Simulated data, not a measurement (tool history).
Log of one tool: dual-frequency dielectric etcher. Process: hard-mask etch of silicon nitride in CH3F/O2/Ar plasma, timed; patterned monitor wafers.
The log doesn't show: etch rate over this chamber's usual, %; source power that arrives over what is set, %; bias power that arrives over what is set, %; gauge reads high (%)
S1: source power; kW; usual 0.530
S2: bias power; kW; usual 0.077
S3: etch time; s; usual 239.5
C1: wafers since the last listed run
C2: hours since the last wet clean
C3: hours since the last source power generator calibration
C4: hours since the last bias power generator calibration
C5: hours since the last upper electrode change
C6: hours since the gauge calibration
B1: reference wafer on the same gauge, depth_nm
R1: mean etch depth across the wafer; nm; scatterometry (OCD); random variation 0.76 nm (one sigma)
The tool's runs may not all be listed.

run 1 hour=0.0 | S1=0.530 S2=0.077 S3=206.0 | C1=0 C2=258.0 C3=3887.4 C4=1225.9 C5=5005.2 C6=187.9 | B1=201.9 | R1=166.2
run 2 hour=6.4 | S1=0.530 S2=0.077 S3=206.0 | C1=33 C2=264.4 C3=3893.8 C4=1232.3 C5=5011.6 C6=194.3 | B1=201.8 | R1=166.9
run 3 hour=13.4 | S1=0.530 S2=0.077 S3=206.0 | C1=36 C2=271.4 C3=3900.8 C4=1239.3 C5=5018.6 C6=201.3 | B1=201.9 | R1=166.0
run 4 hour=28.2 | S1=0.530 S2=0.077 S3=239.5 | C1=76 C2=286.2 C3=3915.6 C4=1254.1 C5=5033.4 C6=216.1 | B1=202.1 | R1=193.9
run 5 hour=35.7 | S1=0.460 S2=0.077 S3=270.5 | C1=38 C2=293.7 C3=3923.1 C4=1261.6 C5=5040.9 C6=223.6 | B1=202.1 | R1=209.5
run 6 hour=50.3 | S1=0.460 S2=0.077 S3=270.5 | C1=75 C2=308.3 C3=3937.7 C4=1276.2 C5=5055.5 C6=238.2 | B1=202.1 | R1=210.9
run 7 hour=82.9 | S1=0.530 S2=0.083 S3=239.5 | C1=169 C2=340.9 C3=3970.3 C4=1308.8 C5=5088.1 C6=270.8 | B1=202.0 | R1=200.3
run 8 hour=106.3 | S1=0.530 S2=0.069 S3=239.5 | C1=121 C2=364.3 C3=3993.7 C4=1332.2 C5=5111.5 C6=294.2 | B1=201.9 | R1=188.5
run 9 hour=117.5 | S1=0.530 S2=0.069 S3=239.5 | C1=58 C2=375.5 C3=4004.9 C4=1343.4 C5=5122.7 C6=305.4 | B1=201.6 | R1=189.4
run 10 hour=129.5 | S1=0.530 S2=0.069 S3=239.5 | C1=62 C2=387.5 C3=4016.9 C4=1355.4 C5=5134.7 C6=317.4 | B1=202.1 | R1=189.9
run 11 hour=139.5 | S1=0.530 S2=0.077 S3=239.5 | C1=51 C2=397.5 C3=4026.9 C4=1365.4 C5=5144.7 C6=327.4 | B1=202.2 | R1=196.7
run 12 hour=146.7 | S1=0.530 S2=0.077 S3=239.5 | C1=37 C2=404.7 C3=4034.1 C4=1372.6 C5=5151.9 C6=334.6 | B1=201.9 | R1=195.7
-- hour=182.5 upper electrode replaced, of another model than before
-- hour=195.0 gauge calibrated
-- hour=210.9 wet clean of the chamber
run 13 hour=211.4 | S1=0.530 S2=0.077 S3=239.5 | C1=86 C2=0.5 C3=4098.8 C4=1437.3 C5=28.9 C6=16.4 | B1=201.8 | R1=189.0
run 14 hour=211.8 | S1=0.420 S2=0.083 S3=291.0 | C1=2 C2=0.9 C3=4099.2 C4=1437.7 C5=29.3 C6=16.8 | B1=202.2 | R1=227.1
run 15 hour=222.1 | S1=0.530 S2=0.069 S3=239.5 | C1=53 C2=11.2 C3=4109.5 C4=1448.0 C5=39.6 C6=27.1 | B1=202.1 | R1=185.2
run 16 hour=231.9 | S1=0.600 S2=0.077 S3=278.5 | C1=50 C2=21.0 C3=4119.3 C4=1457.8 C5=49.4 C6=36.9 | B1=201.9 | R1=224.5
-- hour=245.9 source power generator calibrated
run 17 hour=249.5 | S1=0.640 S2=0.077 S3=297.0 | C1=70 C2=38.6 C3=3.6 C4=1475.4 C5=67.0 C6=54.5 | B1=201.8 | R1=243.1
-- hour=255.6 bias power generator calibrated
run 18 hour=263.0 | S1=0.530 S2=0.070 S3=191.0 | C1=49 C2=52.1 C3=17.1 C4=7.4 C5=80.5 C6=68.0 | B1=202.0 | R1=148.0
run 19 hour=273.2 | S1=0.530 S2=0.077 S3=288.0 | C1=53 C2=62.3 C3=27.3 C4=17.6 C5=90.7 C6=78.2 | B1=202.1 | R1=228.1
run 20 hour=289.5 | S1=0.530 S2=0.077 S3=239.5 | C1=84 C2=78.6 C3=43.6 C4=33.9 C5=107.0 C6=94.5 | B1=202.0 | R1=192.1
run 21 hour=303.6 | S1=0.440 S2=0.077 S3=272.0 | C1=73 C2=92.7 C3=57.7 C4=48.0 C5=121.1 C6=108.6 | B1=202.3 | R1=211.0
run 22 hour=316.2 | S1=0.460 S2=0.095 S3=214.5 | C1=65 C2=105.3 C3=70.3 C4=60.6 C5=133.7 C6=121.2 | B1=201.8 | R1=175.8
run 23 hour=328.2 | S1=0.650 S2=0.069 S3=239.5 | C1=62 C2=117.3 C3=82.3 C4=72.6 C5=145.7 C6=133.2 | B1=202.0 | R1=192.6
run 24 hour=338.6 | S1=0.530 S2=0.063 S3=239.5 | C1=54 C2=127.7 C3=92.7 C4=83.0 C5=156.1 C6=143.6 | B1=202.0 | R1=183.9
run 25 hour=352.2 | S1=0.610 S2=0.059 S3=289.5 | C1=70 C2=141.3 C3=106.3 C4=96.6 C5=169.7 C6=157.2 | B1=201.9 | R1=226.3
run 26 hour=364.5 | S1=0.530 S2=0.077 S3=277.5 | C1=63 C2=153.6 C3=118.6 C4=108.9 C5=182.0 C6=169.5 | B1=201.9 | R1=223.9

Forecast each of these 4 alternatives for the next run:
run A hour=365.0 | S1=0.630 S2=0.077 S3=239.5 | C1=2 C2=154.1 C3=119.1 C4=109.4 C5=182.5 C6=170.0 | B1=? | R1=?
run B hour=365.0 | S1=0.420 S2=0.077 S3=239.5 | C1=2 C2=154.1 C3=119.1 C4=109.4 C5=182.5 C6=170.0 | B1=? | R1=?
run C hour=365.0 | S1=0.530 S2=0.095 S3=215.5 | C1=2 C2=154.1 C3=119.1 C4=109.4 C5=182.5 C6=170.0 | B1=? | R1=?
run D hour=365.0 | S1=0.420 S2=0.077 S3=308.5 | C1=2 C2=154.1 C3=119.1 C4=109.4 C5=182.5 C6=170.0 | B1=? | R1=?

run=A B1=201.7 R1=198.5
run=B B1=201.7 R1=186.8
run=C B1=201.7 R1=182.0
run=D B1=201.7 R1=240.6
Without the tool's hidden state the same runs would have given:
run=A R1=194.5
run=B R1=183.0
run=C R1=178.3
run=D R1=235.7
